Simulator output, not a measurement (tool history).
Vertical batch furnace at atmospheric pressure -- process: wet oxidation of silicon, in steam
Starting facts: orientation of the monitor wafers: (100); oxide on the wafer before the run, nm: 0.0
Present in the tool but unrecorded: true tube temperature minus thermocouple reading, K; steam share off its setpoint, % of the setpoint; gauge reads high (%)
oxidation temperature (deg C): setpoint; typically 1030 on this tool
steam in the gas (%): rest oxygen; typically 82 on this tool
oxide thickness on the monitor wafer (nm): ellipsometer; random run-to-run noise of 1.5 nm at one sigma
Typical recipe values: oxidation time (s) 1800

run,hour,oxidation temperature (deg C),oxidation time (s),steam in the gas (%),wafers since the last listed run,hours since the last temperature calibration,hours since the steam generator was serviced,hours since the gauge calibration,"read-back reference wafer on the same gauge, thickness",oxide thickness on the monitor wafer (nm)
1,0.0,1010,2220,82,0,2174.3,1421.3,1698.5,285.25,253.23
2,55.5,1030,1800,82,410,2229.8,1476.8,1754.0,285.13,260.72
3,141.8,1030,1800,82,637,2316.1,1563.1,1840.3,284.94,259.93
4,247.3,1030,1800,73,779,2421.6,1668.6,1945.8,284.53,238.93
5,296.9,1030,1800,73,366,2471.2,1718.2,1995.4,285.34,236.04
6,369.6,1030,1800,73,537,2543.9,1790.9,2068.1,285.11,239.78
7,437.0,1021,1800,82,498,2611.3,1858.3,2135.5,284.81,239.98
8,506.0,1030,1800,82,509,2680.3,1927.3,2204.5,285.02,256.24
9,597.7,1030,1800,82,677,2772.0,2019.0,2296.2,284.46,258.40
10,648.9,1030,1800,82,378,2823.2,2070.2,2347.4,285.05,254.16
11,714.7,1030,1800,82,486,2889.0,2136.0,2413.2,285.08,258.27
12,841.7,1030,1800,82,938,3016.0,2263.0,2540.2,285.29,258.02
13,941.8,1030,1800,82,739,3116.1,2363.1,2640.3,285.28,256.45
14,1012.2,1030,1800,82,520,3186.5,2433.5,2710.7,285.51,255.50
15,1075.6,1030,1800,82,468,3249.9,2496.9,2774.1,285.15,258.83
# hour 1137.0: steam generator serviced
16,1137.5,1030,1800,82,280,3311.8,0.5,2836.0,285.26,253.03
17,1164.5,1022,2190,93,199,3338.8,27.5,2863.0,285.81,292.98
# hour 1198.1: gauge calibrated
18,1208.5,1018,1290,82,325,3382.8,71.5,10.4,284.72,177.57
# hour 1245.6: thermocouples replaced and temperature profile calibrated
19,1285.6,1030,2610,93,392,40.0,148.6,87.5,285.09,351.13
20,1344.5,1030,1380,82,435,98.9,207.5,146.4,285.04,206.08
21,1449.7,1015,1020,88,777,204.1,312.7,251.6,285.28,149.66
22,1531.4,1030,1800,82,603,285.8,394.4,333.3,285.41,246.35
23,1576.2,1011,2700,82,331,330.6,439.2,378.1,284.91,283.65
24,1657.0,1030,1800,82,597,411.4,520.0,458.9,285.25,245.84
# hour 1730.3: steam generator serviced, repeated, since the last time left the tool worse
25,1830.1,1030,1800,82,1101,584.5,99.8,632.0,284.77,266.88
26,1906.3,1030,1800,82,563,660.7,176.0,708.2,284.88,263.24
27,1945.9,1030,1800,82,292,700.3,215.6,747.8,284.62,265.25
28,1990.6,1030,2040,89,330,745.0,260.3,792.5,284.76,301.60
29,2045.6,1030,1800,92,406,800.0,315.3,847.5,285.11,284.27
30,2137.1,1039,2400,70,676,891.5,406.8,939.0,284.68,304.99
31,2234.3,1030,1800,82,718,988.7,504.0,1036.2,284.88,260.42
32,2304.3,1021,1800,90,517,1058.7,574.0,1106.2,284.63,261.16
33,2365.7,1012,2610,82,453,1120.1,635.4,1167.6,285.07,291.87
34,2465.5,1030,1800,82,737,1219.9,735.2,1267.4,285.17,259.83
35,2534.3,1038,1050,86,508,1288.7,804.0,1336.2,284.87,195.79
36,2623.1,1037,1800,86,656,1377.5,892.8,1425.0,285.15,282.37
37,2728.5,1030,1800,82,778,1482.9,998.2,1530.4,285.14,258.27
38,2777.0,1013,1140,86,358,1531.4,1046.7,1578.9,285.17,167.07
39,2865.5,1030,1320,77,653,1619.9,1135.2,1667.4,285.15,197.50

3 ways to go on from here, each from the tool as it stands after run 39. What would each give?
A,2870.7,1030,1800,82,38,1625.1,1140.4,1672.6,?,?
B,2870.7,1030,1440,82,38,1625.1,1140.4,1672.6,?,?
C,2870.7,1039,2580,90,38,1625.1,1140.4,1672.6,?,?

run,"read-back reference wafer on the same gauge, thickness",oxide thickness on the monitor wafer (nm)
A,285.56,257.04
B,285.56,219.55
C,285.56,370.31
Without the tool's unlogged condition, the same runs would have read:
run,oxide thickness on the monitor wafer (nm)
A,264.04
B,225.69
C,379.65

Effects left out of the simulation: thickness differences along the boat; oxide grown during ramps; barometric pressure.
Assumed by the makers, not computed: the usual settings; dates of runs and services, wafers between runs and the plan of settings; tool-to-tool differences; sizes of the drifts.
